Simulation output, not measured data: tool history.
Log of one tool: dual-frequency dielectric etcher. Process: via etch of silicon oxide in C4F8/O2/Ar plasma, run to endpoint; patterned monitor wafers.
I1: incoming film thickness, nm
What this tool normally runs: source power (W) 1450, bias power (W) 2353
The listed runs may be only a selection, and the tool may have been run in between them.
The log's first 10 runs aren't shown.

At hour 942: source power generator calibrated.
Run 11, hour 979.8: usual settings; I1 1712.6. Result: endpoint time (s) 381.5.
Run 12, hour 1026.8: usual settings; I1 1696.2. Result: endpoint time (s) 378.2.
Run 13, hour 1119.4: usual settings; I1 1724.7. Result: endpoint time (s) 385.1.
At hour 1183.1: upper electrode replaced.
Run 14, hour 1207.6: usual settings but source power (W) 1220; I1 1726.8. Result: endpoint time (s) 416.7.
Run 15, hour 1246.9: usual settings but source power (W) 1220; I1 1720.7. Result: endpoint time (s) 413.7.
At hour 1280.7: wet clean of the chamber.
Run 16, hour 1332: usual settings but source power (W) 1620; I1 1716.4. Result: endpoint time (s) 364.4.
Run 17, hour 1413.8: usual settings; I1 1723.9. Result: endpoint time (s) 384.1.
Run 18, hour 1491.9: usual settings but source power (W) 1130, bias power (W) 2653; I1 1703.3. Result: endpoint time (s) 405.8.
Run 19, hour 1568.9: usual settings but source power (W) 1230; I1 1739.4. Result: endpoint time (s) 418.1.
Run 20, hour 1670.1: usual settings but source power (W) 1630, bias power (W) 1984; I1 1722.6. Result: endpoint time (s) 383.6.
At hour 1678.2: bias power generator calibrated.
Run 21, hour 1754.3: usual settings but source power (W) 1730, bias power (W) 2169; I1 1711. Result: endpoint time (s) 367.6.
At hour 1795.6: wet clean of the chamber.
Run 22, hour 1865.4: usual settings but source power (W) 1740, bias power (W) 1936; I1 1716.4. Result: endpoint time (s) 382.5.
Run 23, hour 1924.2: usual settings but source power (W) 1780; I1 1722.9. Result: endpoint time (s) 354.
Run 24, hour 1972.7: usual settings but bias power (W) 1910; I1 1710.9. Result: endpoint time (s) 415.9.
Run 25, hour 2010.1: usual settings but source power (W) 1630, bias power (W) 2821; I1 1710.6. Result: endpoint time (s) 345.6.
Run 26, hour 2087: usual settings; I1 1727.5. Result: endpoint time (s) 388.8.
Run 27, hour 2181.2: usual settings but source power (W) 1730, bias power (W) 2892; I1 1723.4. Result: endpoint time (s) 336.2.
At hour 2351.1: wet clean of the chamber.
Run 28, hour 2372.8: usual settings but source power (W) 1110, bias power (W) 2645; I1 1728.6. Result: endpoint time (s) 424.
Run 29, hour 2470.2: usual settings; I1 1699.8. Result: endpoint time (s) 386.2.
Run 30, hour 2509.3: usual settings but source power (W) 1690, bias power (W) 2193; I1 1711.9. Result: endpoint time (s) 370.6.
Run 31, hour 2577.5: usual settings; I1 1722.4. Result: endpoint time (s) 387.6.

Branching from run 31: 3 alternative next runs. What would each branch give?
Run A, hour 2578: usual settings; I1 1699.4. Result: endpoint time (s) ?.
Run B, hour 2578: usual settings but source power (W) 1120, bias power (W) 2591; I1 1699.4. Result: endpoint time (s) ?.
Run C, hour 2578: usual settings but source power (W) 1220, bias power (W) 2871; I1 1699.4. Result: endpoint time (s) ?.

run  endpoint time (s)
  A              381.7
  B              417.3
  C              386.1
What these runs would have given with no unlogged condition in the tool:
run  endpoint time (s)
  A              381.5
  B              417.1
  C              385.9
